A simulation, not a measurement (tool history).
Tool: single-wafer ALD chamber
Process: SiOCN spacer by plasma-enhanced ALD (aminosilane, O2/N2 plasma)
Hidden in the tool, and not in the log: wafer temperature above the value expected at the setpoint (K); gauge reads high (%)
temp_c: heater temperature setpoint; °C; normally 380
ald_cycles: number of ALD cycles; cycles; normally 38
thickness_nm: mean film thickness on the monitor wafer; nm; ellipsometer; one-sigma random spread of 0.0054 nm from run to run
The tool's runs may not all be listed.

run   hour  temp_c  ald_cycles  wafers since the last listed run  hours since the last thermocouple change  hours since the gauge calibration  read-back reference wafer on the same gauge, thickness_nm  thickness_nm
  1      0     380          38                                 0                                     712.1                              157.2                                                      2.261         2.165
  2   10.8     386          41                                79                                     722.9                                168                                                      2.259         2.334
  3   21.9     380          38                                81                                       734                              179.1                                                      2.261         2.166
  4   34.8     380          38                                94                                     746.9                                192                                                      2.261         2.164
  5   47.6     380          38                                94                                     759.7                              204.8                                                      2.259         2.163
  6     65     380          38                               127                                     777.1                              222.2                                                      2.261         2.167
  7   80.1     385          38                               110                                     792.2                              237.3                                                      2.259         2.159
  8   94.9     380          38                               108                                       807                              252.1                                                       2.26         2.173
  9  104.3     380          38                                69                                     816.4                              261.5                                                      2.261         2.167
 10  111.3     380          38                                51                                     823.4                              268.5                                                      2.259         2.161
 11    121     380          38                                71                                     833.1                              278.2                                                       2.26         2.166
 12  135.2     384          38                               104                                     847.3                              292.4                                                      2.259         2.162
 13  143.5     384          38                                60                                     855.6                              300.7                                                      2.262         2.164
 14    160     384          38                               121                                     872.1                              317.2                                                      2.259         2.162
 15  172.5     380          33                                91                                     884.6                              329.7                                                      2.258         1.874
 16  189.9     380          33                               127                                       902                              347.1                                                      2.259         1.875
 17  201.3     380          38                                83                                     913.4                              358.5                                                      2.259         2.159
 18  217.8     380          38                               121                                     929.9                                375                                                      2.259         2.164
 19  232.1     380          42                               105                                     944.2                              389.3                                                      2.259         2.394
 20  244.1     380          42                                88                                     956.2                              401.3                                                      2.259         2.385
 21    251     380          42                                50                                     963.1                              408.2                                                      2.259         2.377
 22  260.9     372          32                                72                                       973                              418.1                                                       2.26         1.827
 23  267.4     365          41                                47                                     979.5                              424.6                                                      2.261         2.337
 24  282.5     380          38                               110                                     994.6                              439.7                                                      2.259         2.172
 25  300.1     389          33                               129                                    1012.2                              457.3                                                      2.261         1.876
 26  313.5     380          43                                98                                    1025.6                              470.7                                                       2.26         2.449
       315  -- gauge calibrated
 27  322.4     380          30                                65                                    1034.5                                7.4                                                      2.261          1.71
 28  333.8     380          44                                83                                    1045.9                               18.8                                                      2.261         2.515
 29  353.4     368          31                               143                                    1065.5                               38.4                                                       2.26         1.767
 30  362.3     390          38                                65                                    1074.4                               47.3                                                       2.26         2.164
 31    375     392          45                                93                                    1087.1                                 60                                                       2.26         2.572
 32  381.2     390          32                                45                                    1093.3                               66.2                                                       2.26         1.825
       406  -- thermocouple changed; heater temperature recalibrated
 33    415     380          38                               189                                         9                                100                                                      2.259         2.173
 34  425.7     388          38                                78                                      19.7                              110.7                                                      2.259         2.164
 35  471.9     380          42                               339                                      65.9                              156.9                                                       2.26          2.39
 36  493.8     393          36                               160                                      87.8                              178.8                                                       2.26         2.048
 37  502.1     393          36                                60                                      96.1                              187.1                                                      2.261         2.053
 38  518.5     374          32                               120                                     112.5                              203.5                                                       2.26         1.825
 39  534.3     390          42                               116                                     128.3                              219.3                                                       2.26          2.39
 40  542.4     387          38                                59                                     136.4                              227.4                                                       2.26         2.164
 41  551.8     380          38                                69                                     145.8                              236.8                                                       2.26         2.162
 42  566.1     384          33                               105                                     160.1                              251.1                                                       2.26         1.873
 43  582.5     366          43                               120                                     176.5                              267.5                                                      2.261         2.451

Hidden state at the last listed run before each entry between runs and at the first one after, where it differs:
Runs 26 to 27: gauge calibrated (hour 315)
  nothing in the hidden state changes from one run to the other
Runs 32 to 33: thermocouple changed; heater temperature recalibrated (hour 406)
  nothing in the hidden state changes from one run to the other
